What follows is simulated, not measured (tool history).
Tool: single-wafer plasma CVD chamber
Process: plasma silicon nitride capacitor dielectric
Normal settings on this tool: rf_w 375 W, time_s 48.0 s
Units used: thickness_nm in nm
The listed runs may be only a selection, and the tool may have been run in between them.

| run | hour | rf_w | time_s | read-back reference wafer on the same gauge, thickness_nm | thickness_nm |
|---|---|---|---|---|---|
| 1 | 0.0 | 375 | 48.0 | 72.889 | 66.181 |
| 2 | 32.9 | 375 | 48.0 | 72.960 | 66.037 |
| 3 | 63.9 | 375 | 48.0 | 72.909 | 66.263 |
| 4 | 144.4 | 375 | 48.0 | 72.932 | 66.052 |
| 5 | 177.5 | 375 | 48.0 | 72.982 | 65.800 |
| 6 | 211.4 | 375 | 48.0 | 72.950 | 65.662 |
| 7 | 247.1 | 375 | 48.0 | 72.872 | 65.789 |
| 8 | 282.8 | 345 | 42.6 | 72.921 | 55.929 |
| 9 | 315.7 | 345 | 42.6 | 72.917 | 56.165 |
|  | 340.0 | showerhead replaced |
| 10 | 351.2 | 345 | 42.6 | 72.879 | 56.124 |
|  | 374.8 | gauge calibrated |
| 11 | 378.5 | 375 | 48.0 | 72.922 | 64.933 |
| 12 | 409.1 | 375 | 48.0 | 72.897 | 65.352 |
| 13 | 444.7 | 375 | 48.0 | 72.922 | 65.255 |
| 14 | 473.8 | 375 | 48.0 | 72.886 | 64.958 |
| 15 | 487.5 | 375 | 48.0 | 72.914 | 64.759 |
| 16 | 504.7 | 395 | 48.0 | 72.904 | 66.468 |
| 17 | 518.9 | 395 | 48.0 | 72.948 | 66.526 |
| 18 | 535.9 | 400 | 44.0 | 72.915 | 61.193 |
| 19 | 584.3 | 400 | 44.0 | 72.933 | 60.943 |
| 20 | 610.0 | 345 | 42.6 | 72.887 | 55.332 |
| 21 | 630.0 | 350 | 52.2 | 72.843 | 68.397 |
|  | 646.6 | RF generator calibrated |
| 22 | 651.7 | 350 | 52.3 | 72.866 | 70.394 |
| 23 | 682.1 | 410 | 48.0 | 72.795 | 68.901 |
| 24 | 700.6 | 325 | 38.7 | 72.828 | 50.095 |
| 25 | 735.3 | 420 | 43.5 | 72.908 | 62.685 |
| 26 | 750.7 | 375 | 39.2 | 72.865 | 53.934 |
| 27 | 783.9 | 375 | 48.0 | 72.894 | 65.681 |
| 28 | 804.1 | 445 | 52.9 | 72.911 | 78.528 |
| 29 | 832.2 | 375 | 48.0 | 72.883 | 66.106 |
| 30 | 851.7 | 375 | 48.0 | 72.869 | 65.636 |
| 31 | 881.6 | 355 | 56.6 | 72.831 | 75.725 |
| 32 | 896.0 | 450 | 38.5 | 72.905 | 56.815 |
| 33 | 908.1 | 375 | 48.0 | 72.863 | 65.758 |
| 34 | 926.9 | 355 | 54.1 | 72.860 | 72.108 |
| 35 | 955.9 | 405 | 42.9 | 72.989 | 60.433 |
| 36 | 974.1 | 395 | 44.8 | 72.914 | 62.473 |
| 37 | 995.1 | 400 | 44.0 | 72.905 | 61.630 |

Run 38 comes next. What will it give?
| 38 | 1028.9 | 375 | 48.0 | ? | ? |

read-back reference wafer on the same gauge, thickness_nm: 72.875
thickness_nm: 65.725 nm
With no hidden state in the tool, this same run would have given thickness_nm 67.104 nm.
